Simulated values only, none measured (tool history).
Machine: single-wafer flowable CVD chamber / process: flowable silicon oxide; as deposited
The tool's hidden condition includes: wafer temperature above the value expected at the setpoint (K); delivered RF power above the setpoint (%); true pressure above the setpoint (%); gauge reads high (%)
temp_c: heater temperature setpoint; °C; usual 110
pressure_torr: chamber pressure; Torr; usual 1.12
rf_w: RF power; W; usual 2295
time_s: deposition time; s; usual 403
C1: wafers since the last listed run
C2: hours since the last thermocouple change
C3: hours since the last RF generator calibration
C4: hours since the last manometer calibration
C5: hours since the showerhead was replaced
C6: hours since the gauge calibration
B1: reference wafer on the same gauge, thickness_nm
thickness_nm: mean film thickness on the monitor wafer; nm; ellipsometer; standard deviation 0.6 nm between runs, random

run 1 hour=0.0 | temp_c=110 pressure_torr=1.12 rf_w=2400 time_s=403 | C1=0 C2=2292.2 C3=1510.5 C4=15.0 C5=3578.6 C6=130.3 | B1=269.156 | thickness_nm=231.334
run 2 hour=13.6 | temp_c=113 pressure_torr=1.12 rf_w=2295 time_s=358 | C1=73 C2=2305.8 C3=1524.1 C4=28.6 C5=3592.2 C6=143.9 | B1=269.008 | thickness_nm=184.851
run 3 hour=21.3 | temp_c=110 pressure_torr=1.30 rf_w=2295 time_s=403 | C1=41 C2=2313.5 C3=1531.8 C4=36.3 C5=3599.9 C6=151.6 | B1=268.971 | thickness_nm=258.228
run 4 hour=29.3 | temp_c=110 pressure_torr=1.30 rf_w=2295 time_s=403 | C1=43 C2=2321.5 C3=1539.8 C4=44.3 C5=3607.9 C6=159.6 | B1=269.002 | thickness_nm=259.337
run 5 hour=43.9 | temp_c=110 pressure_torr=1.12 rf_w=2295 time_s=380 | C1=78 C2=2336.1 C3=1554.4 C4=58.9 C5=3622.5 C6=174.2 | B1=269.158 | thickness_nm=214.801
run 6 hour=52.0 | temp_c=110 pressure_torr=1.26 rf_w=2455 time_s=353 | C1=43 C2=2344.2 C3=1562.5 C4=67.0 C5=3630.6 C6=182.3 | B1=268.994 | thickness_nm=223.272
run 7 hour=64.6 | temp_c=123 pressure_torr=1.33 rf_w=2295 time_s=403 | C1=68 C2=2356.8 C3=1575.1 C4=79.6 C5=3643.2 C6=194.9 | B1=269.053 | thickness_nm=184.234
run 8 hour=76.0 | temp_c=117 pressure_torr=1.12 rf_w=2295 time_s=403 | C1=61 C2=2368.2 C3=1586.5 C4=91.0 C5=3654.6 C6=206.3 | B1=269.095 | thickness_nm=185.058
run 9 hour=87.1 | temp_c=110 pressure_torr=1.12 rf_w=2295 time_s=403 | C1=59 C2=2379.3 C3=1597.6 C4=102.1 C5=3665.7 C6=217.4 | B1=269.043 | thickness_nm=227.547
-- hour=95.2 showerhead replaced
run 10 hour=129.5 | temp_c=116 pressure_torr=1.12 rf_w=2295 time_s=403 | C1=185 C2=2421.7 C3=1640.0 C4=144.5 C5=34.3 C6=259.8 | B1=268.875 | thickness_nm=189.679
run 11 hour=135.6 | temp_c=117 pressure_torr=1.12 rf_w=2415 time_s=403 | C1=32 C2=2427.8 C3=1646.1 C4=150.6 C5=40.4 C6=265.9 | B1=269.021 | thickness_nm=185.886
-- hour=147.2 thermocouple changed; heater temperature recalibrated
-- hour=149.9 RF generator calibrated
run 12 hour=152.0 | temp_c=110 pressure_torr=1.12 rf_w=2295 time_s=403 | C1=30 C2=4.8 C3=2.1 C4=167.0 C5=56.8 C6=282.3 | B1=268.817 | thickness_nm=252.657
-- hour=152.8 gauge calibrated
run 13 hour=161.0 | temp_c=117 pressure_torr=1.12 rf_w=2415 time_s=403 | C1=48 C2=13.8 C3=11.1 C4=176.0 C5=65.8 C6=8.2 | B1=269.138 | thickness_nm=206.224
run 14 hour=170.2 | temp_c=110 pressure_torr=1.20 rf_w=2295 time_s=382 | C1=49 C2=23.0 C3=20.3 C4=185.2 C5=75.0 C6=17.4 | B1=268.958 | thickness_nm=253.068
run 15 hour=186.2 | temp_c=103 pressure_torr=1.34 rf_w=2295 time_s=403 | C1=86 C2=39.0 C3=36.3 C4=201.2 C5=91.0 C6=33.4 | B1=269.005 | thickness_nm=363.881
run 16 hour=198.9 | temp_c=110 pressure_torr=1.12 rf_w=2295 time_s=403 | C1=68 C2=51.7 C3=49.0 C4=213.9 C5=103.7 C6=46.1 | B1=268.993 | thickness_nm=251.154
run 17 hour=207.9 | temp_c=110 pressure_torr=1.12 rf_w=2295 time_s=403 | C1=48 C2=60.7 C3=58.0 C4=222.9 C5=112.7 C6=55.1 | B1=269.126 | thickness_nm=251.234
run 18 hour=217.0 | temp_c=110 pressure_torr=1.12 rf_w=2295 time_s=403 | C1=49 C2=69.8 C3=67.1 C4=232.0 C5=121.8 C6=64.2 | B1=268.923 | thickness_nm=251.572
run 19 hour=228.6 | temp_c=110 pressure_torr=1.30 rf_w=2295 time_s=403 | C1=62 C2=81.4 C3=78.7 C4=243.6 C5=133.4 C6=75.8 | B1=268.866 | thickness_nm=286.240
run 20 hour=242.8 | temp_c=122 pressure_torr=1.27 rf_w=1880 time_s=445 | C1=76 C2=95.6 C3=92.9 C4=257.8 C5=147.6 C6=90.0 | B1=269.029 | thickness_nm=205.163
run 21 hour=249.7 | temp_c=106 pressure_torr=1.12 rf_w=1900 time_s=429 | C1=37 C2=102.5 C3=99.8 C4=264.7 C5=154.5 C6=96.9 | B1=269.027 | thickness_nm=287.335
run 22 hour=263.0 | temp_c=110 pressure_torr=1.12 rf_w=2295 time_s=380 | C1=71 C2=115.8 C3=113.1 C4=278.0 C5=167.8 C6=110.2 | B1=268.955 | thickness_nm=237.168
run 23 hour=276.3 | temp_c=110 pressure_torr=1.25 rf_w=2295 time_s=371 | C1=71 C2=129.1 C3=126.4 C4=291.3 C5=181.1 C6=123.5 | B1=269.126 | thickness_nm=253.893
run 24 hour=285.6 | temp_c=98 pressure_torr=1.12 rf_w=2295 time_s=454 | C1=50 C2=138.4 C3=135.7 C4=300.6 C5=190.4 C6=132.8 | B1=268.884 | thickness_nm=413.547
run 25 hour=319.2 | temp_c=99 pressure_torr=1.12 rf_w=2295 time_s=374 | C1=181 C2=172.0 C3=169.3 C4=334.2 C5=224.0 C6=166.4 | B1=269.226 | thickness_nm=331.191
run 26 hour=336.3 | temp_c=110 pressure_torr=1.39 rf_w=1860 time_s=403 | C1=92 C2=189.1 C3=186.4 C4=351.3 C5=241.1 C6=183.5 | B1=268.897 | thickness_nm=283.776
run 27 hour=345.6 | temp_c=110 pressure_torr=1.12 rf_w=2295 time_s=403 | C1=50 C2=198.4 C3=195.7 C4=360.6 C5=250.4 C6=192.8 | B1=269.093 | thickness_nm=250.460

What differs in the tool's unlogged condition from the final listed run ahead of each entry between runs to the first listed run following it?
After run 9, before run 10: showerhead replaced (hour 95.2)
  wafer temperature above the value expected at the setpoint (K): 2.85 -> 2.95; true pressure above the setpoint (%): 0.344 -> 0.354
  measured minus no-state result, thickness_nm: -19.544 -> -16.326 nm
After run 11, before run 12: thermocouple changed; heater temperature recalibrated (hour 147.2); RF generator calibrated (hour 149.9)
  wafer temperature above the value expected at the setpoint (K): 2.96 -> -0.465; true pressure above the setpoint (%): 0.356 -> 0.361
  measured minus no-state result, thickness_nm: -15.993 -> +4.365 nm
After run 12, before run 13: gauge calibrated (hour 152.8)
  true pressure above the setpoint (%): 0.361 -> 0.364
  measured minus no-state result, thickness_nm: +4.365 -> +3.398 nm
